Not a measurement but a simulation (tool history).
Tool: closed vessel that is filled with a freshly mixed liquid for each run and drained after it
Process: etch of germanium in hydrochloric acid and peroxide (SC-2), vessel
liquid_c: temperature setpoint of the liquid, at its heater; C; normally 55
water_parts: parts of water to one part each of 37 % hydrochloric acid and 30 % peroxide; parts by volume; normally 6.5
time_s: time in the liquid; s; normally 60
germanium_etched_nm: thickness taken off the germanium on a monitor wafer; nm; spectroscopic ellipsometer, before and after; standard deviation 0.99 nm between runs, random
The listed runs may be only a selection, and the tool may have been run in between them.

run,day,liquid_c,water_parts,time_s,wafers since the last listed run,hours since the thermometer was replaced,hours since the chemicals flow meter was replaced,hours since the drum of peroxide was connected,hours since the gauge calibration,"read-back film thickness of the germanium reference wafer, read on the same gauge (nm)",germanium_etched_nm
1,0,55,6.5,60,0,1171.6,1336.8,294.2,318.3,80,170.84
2,4.388,55,6.5,45,10293,1276.9,1442.1,399.5,423.6,80.01,126.67
3,8.712,55,6.5,45,10146,1380.7,1545.9,503.3,527.4,80.01,126.71
4,11.379,55,6.5,45,6256,1444.7,1609.9,567.3,591.4,79.97,125.21
5,13.404,52.5,6.5,60,4750,1493.3,1658.5,615.9,640,80.02,156.63
6,16.296,55,6.5,60,6784,1562.7,1727.9,685.3,709.4,79.98,169.18
7,18.208,59.5,6.5,75,4486,1608.6,1773.8,731.2,755.3,80.01,244.28
8,19.975,59.5,6.5,75,4144,1651,1816.2,773.6,797.7,80,242.04
9,24.029,55,6.5,80,9511,1748.3,1913.5,870.9,895,80.01,224.84
10,27.454,55,6.5,80,8035,1830.5,1995.7,953.1,977.2,80.01,226.17
# day 28.962: thermometer replaced
11,29.525,55,6.5,80,4760,13.5,2045.4,1002.8,1026.9,79.98,225.03
12,32.512,55,6.5,60,7009,85.2,2117.1,1074.5,1098.6,80.02,171.17
# day 34.283: chemicals flow meter replaced
# day 34.492: new drum of peroxide connected
13,38.938,49.5,6.5,60,14878,239.4,111.7,106.7,1252.8,79.99,142.68
14,42.258,55,5,60,7791,319.1,191.4,186.4,1332.5,80.02,170.52
15,46.454,60,5.5,90,9843,419.8,292.1,287.1,1433.2,80.03,298.43
16,54.062,55,8,90,17849,602.4,474.7,469.7,1615.8,80,250.77
17,56.496,55,6.5,60,5708,660.8,533.1,528.1,1674.2,80.03,169.71
18,60.117,55,7.5,60,8494,747.7,620,615,1761.1,79.98,167.08
# day 60.654: gauge calibrated
19,62.925,47,8.5,35,6588,815.1,687.4,682.4,54.5,79.99,75.76
20,72.792,45.5,4,80,23148,1051.9,924.2,919.2,291.3,79.98,168.39
21,75.946,55,6.5,60,7400,1127.6,999.9,994.9,367,80.01,167.34
# day 79.354: new drum of peroxide connected
22,80.404,48,9,60,10361,1234.6,1106.9,25.2,474,79.99,132.86
23,82.675,55,6.5,60,5327,1289.1,1161.4,79.7,528.5,80.02,168.9
24,84.729,47.5,9.5,70,4819,1338.4,1210.7,129,577.8,79.96,151.89
25,87.288,64.5,4,30,6002,1399.8,1272.1,190.4,639.2,79.99,114.74
26,89.667,58.5,4,50,5581,1456.9,1329.2,247.5,696.3,80.03,158.64

Predict each of these 3 candidate next runs independently; none follows another, all start after run 26:
A,89.696,51.5,6.5,60,68,1457.6,1329.9,248.2,697,?,?
B,89.696,64.5,7.5,60,68,1457.6,1329.9,248.2,697,?,?
C,89.696,55,9,60,68,1457.6,1329.9,248.2,697,?,?

run,"read-back film thickness of the germanium reference wafer, read on the same gauge (nm)",germanium_etched_nm
A,80.02,150.59
B,80.02,221.13
C,80.02,164.26
Stripped of hidden state, with their random variation kept, the same runs would have yielded:
run,germanium_etched_nm
A,150.59
B,221.13
C,164.26

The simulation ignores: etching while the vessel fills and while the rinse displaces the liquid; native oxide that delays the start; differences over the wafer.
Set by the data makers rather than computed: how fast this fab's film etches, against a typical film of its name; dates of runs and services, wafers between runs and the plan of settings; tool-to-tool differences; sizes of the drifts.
